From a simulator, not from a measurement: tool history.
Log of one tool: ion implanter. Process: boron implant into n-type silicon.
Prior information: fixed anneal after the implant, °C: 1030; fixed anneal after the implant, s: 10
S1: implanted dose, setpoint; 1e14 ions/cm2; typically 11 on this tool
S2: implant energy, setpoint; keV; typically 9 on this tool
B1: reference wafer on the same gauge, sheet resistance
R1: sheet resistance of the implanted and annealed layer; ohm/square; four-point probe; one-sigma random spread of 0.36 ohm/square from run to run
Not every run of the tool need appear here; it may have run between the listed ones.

run 1 hour=0 | S1=11 S2=7 | B1=116.98 | R1=141.05
run 2 hour=41.5 | S1=11 S2=7 | B1=116.98 | R1=140.63
run 3 hour=140.3 | S1=11 S2=7 | B1=117.03 | R1=140.98
run 4 hour=199.3 | S1=11 S2=9 | B1=116.98 | R1=130.95
run 5 hour=238 | S1=11 S2=9 | B1=117.08 | R1=131.55
run 6 hour=325.2 | S1=11.67 S2=9 | B1=116.97 | R1=127.59
run 7 hour=418.4 | S1=13.11 S2=9 | B1=117.09 | R1=119.47
-- hour=431.8 Faraday cup replaced and dose calibrated
run 8 hour=468.1 | S1=13.11 S2=9 | B1=116.97 | R1=117.11
run 9 hour=516.4 | S1=11 S2=9 | B1=117 | R1=129.43
-- hour=527.8 extraction supply calibrated
run 10 hour=580.9 | S1=11 S2=9 | B1=116.97 | R1=129.45
run 11 hour=639.6 | S1=11 S2=9 | B1=116.97 | R1=129.44
-- hour=662.5 gauge calibrated
run 12 hour=704 | S1=8.13 S2=10 | B1=116.98 | R1=157.37
run 13 hour=776.2 | S1=11 S2=11 | B1=117.08 | R1=123.8
run 14 hour=826.2 | S1=13.09 S2=9 | B1=117.04 | R1=118.35
run 15 hour=888.8 | S1=13.8 S2=9 | B1=117.04 | R1=115.47
run 16 hour=935.8 | S1=9.8 S2=11.5 | B1=117.09 | R1=134.34

Predict each of these 3 candidate next runs independently; none follows another, all start after run 16:
run A hour=936.2 | S1=11 S2=9 | B1=? | R1=?
run B hour=936.2 | S1=7.95 S2=7 | B1=? | R1=?
run C hour=936.2 | S1=9.05 S2=7.5 | B1=? | R1=?

run=A B1=117.04 R1=130.76
run=B B1=117.04 R1=171.38
run=C B1=117.04 R1=154.61
With no hidden state in the tool, these same runs would have given:
run=A R1=128.8
run=B R1=168.37
run=C R1=152.07

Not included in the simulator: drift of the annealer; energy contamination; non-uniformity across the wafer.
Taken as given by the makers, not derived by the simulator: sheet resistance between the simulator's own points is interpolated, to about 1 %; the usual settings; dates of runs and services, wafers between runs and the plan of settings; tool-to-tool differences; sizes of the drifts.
